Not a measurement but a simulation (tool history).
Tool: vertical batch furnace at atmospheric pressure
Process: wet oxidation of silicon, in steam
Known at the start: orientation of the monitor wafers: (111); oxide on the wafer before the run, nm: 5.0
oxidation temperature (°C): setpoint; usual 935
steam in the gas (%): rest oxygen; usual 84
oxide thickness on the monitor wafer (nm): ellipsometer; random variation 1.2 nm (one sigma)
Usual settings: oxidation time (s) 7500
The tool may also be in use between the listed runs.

| run | hour | oxidation temperature (°C) | oxidation time (s) | steam in the gas (%) | wafers since the last listed run | hours since the last temperature calibration | hours since the steam generator was serviced | hours since the gauge calibration | read-back reference wafer on the same gauge, thickness | oxide thickness on the monitor wafer (nm) |
|---|---|---|---|---|---|---|---|---|---|---|
| 1 | 0.0 | 943 | 8310 | 84 | 0 | 2681.7 | 672.4 | 327.1 | 460.11 | 501.24 |
| 2 | 31.7 | 943 | 8310 | 84 | 297 | 2713.4 | 704.1 | 358.8 | 459.65 | 502.57 |
| 3 | 60.3 | 935 | 7500 | 78 | 268 | 2742.0 | 732.7 | 387.4 | 459.96 | 423.60 |
| 4 | 75.6 | 935 | 7500 | 78 | 143 | 2757.3 | 748.0 | 402.7 | 460.21 | 424.00 |
| 5 | 109.1 | 935 | 7500 | 78 | 313 | 2790.8 | 781.5 | 436.2 | 459.98 | 421.36 |
| 6 | 137.9 | 935 | 5160 | 84 | 269 | 2819.6 | 810.3 | 465.0 | 459.61 | 343.88 |
| 7 | 153.1 | 935 | 5160 | 84 | 142 | 2834.8 | 825.5 | 480.2 | 460.01 | 344.08 |
| 8 | 174.1 | 935 | 5160 | 84 | 196 | 2855.8 | 846.5 | 501.2 | 460.02 | 345.88 |
| 9 | 207.5 | 930 | 7500 | 84 | 313 | 2889.2 | 879.9 | 534.6 | 459.78 | 428.45 |
| 10 | 230.0 | 930 | 7500 | 84 | 210 | 2911.7 | 902.4 | 557.1 | 460.12 | 429.95 |
| 11 | 257.4 | 930 | 7500 | 84 | 256 | 2939.1 | 929.8 | 584.5 | 460.00 | 428.37 |
| 12 | 279.7 | 935 | 7500 | 84 | 209 | 2961.4 | 952.1 | 606.8 | 460.45 | 442.92 |
| 13 | 307.7 | 935 | 7500 | 84 | 262 | 2989.4 | 980.1 | 634.8 | 460.04 | 441.57 |
| 14 | 359.4 | 935 | 7500 | 84 | 484 | 3041.1 | 1031.8 | 686.5 | 460.20 | 442.86 |
| 15 | 392.3 | 935 | 7500 | 84 | 308 | 3074.0 | 1064.7 | 719.4 | 459.83 | 442.21 |
| 16 | 404.7 | 935 | 7500 | 84 | 116 | 3086.4 | 1077.1 | 731.8 | 460.35 | 441.51 |
|  | 442.0 | gauge calibrated |
|  | 452.3 | thermocouples replaced and temperature profile calibrated |
| 17 | 452.8 | 935 | 6390 | 84 | 225 | 0.5 | 1125.2 | 10.8 | 460.21 | 384.86 |
| 18 | 457.7 | 935 | 6390 | 84 | 45 | 5.4 | 1130.1 | 15.7 | 460.02 | 384.05 |
| 19 | 480.4 | 917 | 5940 | 94 | 212 | 28.1 | 1152.8 | 38.4 | 460.11 | 345.06 |
| 20 | 498.9 | 947 | 10710 | 92 | 173 | 46.6 | 1171.3 | 56.9 | 460.29 | 616.76 |
| 21 | 531.1 | 935 | 7500 | 84 | 301 | 78.8 | 1203.5 | 89.1 | 459.82 | 429.34 |
| 22 | 565.8 | 955 | 5850 | 95 | 325 | 113.5 | 1238.2 | 123.8 | 460.03 | 451.52 |
|  | 599.7 | steam generator serviced |
| 23 | 600.2 | 925 | 6060 | 89 | 97 | 147.9 | 0.5 | 158.2 | 459.64 | 368.76 |
| 24 | 611.8 | 928 | 8670 | 94 | 108 | 159.5 | 12.1 | 169.8 | 460.18 | 500.62 |
| 25 | 640.3 | 943 | 7500 | 91 | 267 | 188.0 | 40.6 | 198.3 | 460.47 | 489.18 |
| 26 | 669.8 | 925 | 7500 | 84 | 276 | 217.5 | 70.1 | 227.8 | 459.83 | 411.23 |
| 27 | 704.7 | 935 | 7500 | 84 | 327 | 252.4 | 105.0 | 262.7 | 460.32 | 438.48 |
| 28 | 732.3 | 951 | 5580 | 75 | 258 | 280.0 | 132.6 | 290.3 | 460.32 | 374.16 |
| 29 | 751.0 | 935 | 7500 | 84 | 175 | 298.7 | 151.3 | 309.0 | 459.96 | 440.48 |
| 30 | 769.2 | 935 | 5880 | 78 | 170 | 316.9 | 169.5 | 327.2 | 459.67 | 356.03 |
| 31 | 784.9 | 935 | 7500 | 78 | 147 | 332.6 | 185.2 | 342.9 | 460.14 | 418.48 |
| 32 | 819.7 | 935 | 7500 | 89 | 326 | 367.4 | 220.0 | 377.7 | 460.14 | 459.51 |
| 33 | 848.7 | 935 | 7500 | 84 | 271 | 396.4 | 249.0 | 406.7 | 459.91 | 438.78 |
| 34 | 874.7 | 920 | 8670 | 95 | 243 | 422.4 | 275.0 | 432.7 | 459.99 | 475.94 |
| 35 | 900.3 | 954 | 7500 | 84 | 239 | 448.0 | 300.6 | 458.3 | 460.54 | 496.72 |
| 36 | 982.2 | 955 | 9750 | 84 | 767 | 529.9 | 382.5 | 540.2 | 460.27 | 594.81 |
| 37 | 996.6 | 920 | 5880 | 75 | 134 | 544.3 | 396.9 | 554.6 | 459.68 | 308.79 |

Forecast each of these 5 alternatives for the next run:
| A | 1001.6 | 935 | 7500 | 84 | 46 | 549.3 | 401.9 | 559.6 | ? | ? |
| B | 1001.6 | 928 | 6420 | 91 | 46 | 549.3 | 401.9 | 559.6 | ? | ? |
| C | 1001.6 | 947 | 6270 | 76 | 46 | 549.3 | 401.9 | 559.6 | ? | ? |
| D | 1001.6 | 935 | 9360 | 84 | 46 | 549.3 | 401.9 | 559.6 | ? | ? |
| E | 1001.6 | 913 | 7500 | 75 | 46 | 549.3 | 401.9 | 559.6 | ? | ? |

| run | read-back reference wafer on the same gauge, thickness | oxide thickness on the monitor wafer (nm) |
|---|---|---|
| A | 459.84 | 441.06 |
| B | 459.84 | 399.06 |
| C | 459.84 | 397.51 |
| D | 459.84 | 510.62 |
| E | 459.84 | 346.34 |
Without the tool's hidden state the same runs would have given:
| run | oxide thickness on the monitor wafer (nm) |
|---|---|
| A | 438.47 |
| B | 396.48 |
| C | 395.02 |
| D | 507.89 |
| E | 343.41 |

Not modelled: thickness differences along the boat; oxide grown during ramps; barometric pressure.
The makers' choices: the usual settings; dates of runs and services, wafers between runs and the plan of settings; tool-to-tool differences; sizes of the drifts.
